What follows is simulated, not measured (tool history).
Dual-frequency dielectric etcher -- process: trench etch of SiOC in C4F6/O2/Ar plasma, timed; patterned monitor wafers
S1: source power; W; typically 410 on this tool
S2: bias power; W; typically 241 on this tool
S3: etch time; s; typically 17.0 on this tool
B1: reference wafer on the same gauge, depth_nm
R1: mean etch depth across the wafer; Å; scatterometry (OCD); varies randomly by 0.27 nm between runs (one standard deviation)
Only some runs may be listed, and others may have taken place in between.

run,hour,S1,S2,S3,B1,R1
1,0.0,410,241,14.0,36.48,370.1
2,6.0,410,241,17.0,36.49,447.7
# hour 10.1: bias power generator calibrated
# hour 14.2: gauge calibrated
3,19.5,410,241,17.0,36.49,450.0
4,33.0,410,223,17.0,36.50,442.8
5,40.3,410,223,17.0,36.48,444.9
6,52.8,410,223,17.0,36.50,438.0
7,70.5,410,241,17.0,36.46,450.3
8,87.3,410,241,17.0,36.52,453.8
# hour 124.5: wet clean of the chamber
# hour 129.8: upper electrode replaced
9,130.3,410,241,17.0,36.53,425.0
10,130.6,410,241,17.0,36.47,427.2
11,130.9,410,241,17.0,36.52,427.2
# hour 155.1: source power generator calibrated
12,155.6,480,199,17.0,36.46,434.0
13,162.5,410,241,17.0,36.50,437.5
14,172.8,320,278,17.0,36.47,406.9
15,183.9,410,241,17.0,36.51,429.9
16,193.9,410,241,17.0,36.55,437.6
17,201.0,490,217,22.0,36.53,585.8
18,217.1,440,241,14.0,36.52,366.6
19,232.4,410,241,15.5,36.50,396.6
20,238.9,360,213,21.5,36.50,504.4
# hour 239.9: gauge calibrated
21,251.6,410,241,17.0,36.48,435.9
22,257.8,410,241,20.0,36.48,513.0
23,267.1,410,241,17.0,36.51,430.1
24,279.7,360,241,20.5,36.56,495.4
25,293.1,410,241,17.0,36.47,439.6
26,306.7,460,194,15.0,36.47,386.2
27,317.6,330,201,21.0,36.50,471.0
28,332.6,410,241,13.0,36.53,331.8
29,347.9,380,190,17.0,36.48,397.4

Hidden state or all else? Some run-to-run changes of R1, split into what the settings, what came in and random variation would give without the hidden state, and what is left for the hidden state (with any gauge scatter that isn't in both results):
The hidden state here: etch rate over this chamber's usual, %; source power that arrives over what is set, %; bias power that arrives over what is set, %; gauge reads high (%).
Run 1 -> 2: S3 14.0 -> 17.0. R1 +77.6 Å: hidden state +3.2, all else +74.4.
Run 8 -> 9: wet clean of the chamber, upper electrode replaced. R1 -28.8 Å: hidden state -21.4, all else -7.4.
Run 16 -> 17: S1 410 -> 490, S2 241 -> 217, S3 17.0 -> 22.0. R1 +148.2 Å: hidden state +0.7, all else +147.5.
Run 17 -> 18: S1 490 -> 440, S2 217 -> 241, S3 22.0 -> 14.0. R1 -219.2 Å: hidden state -0.1, all else -219.1.
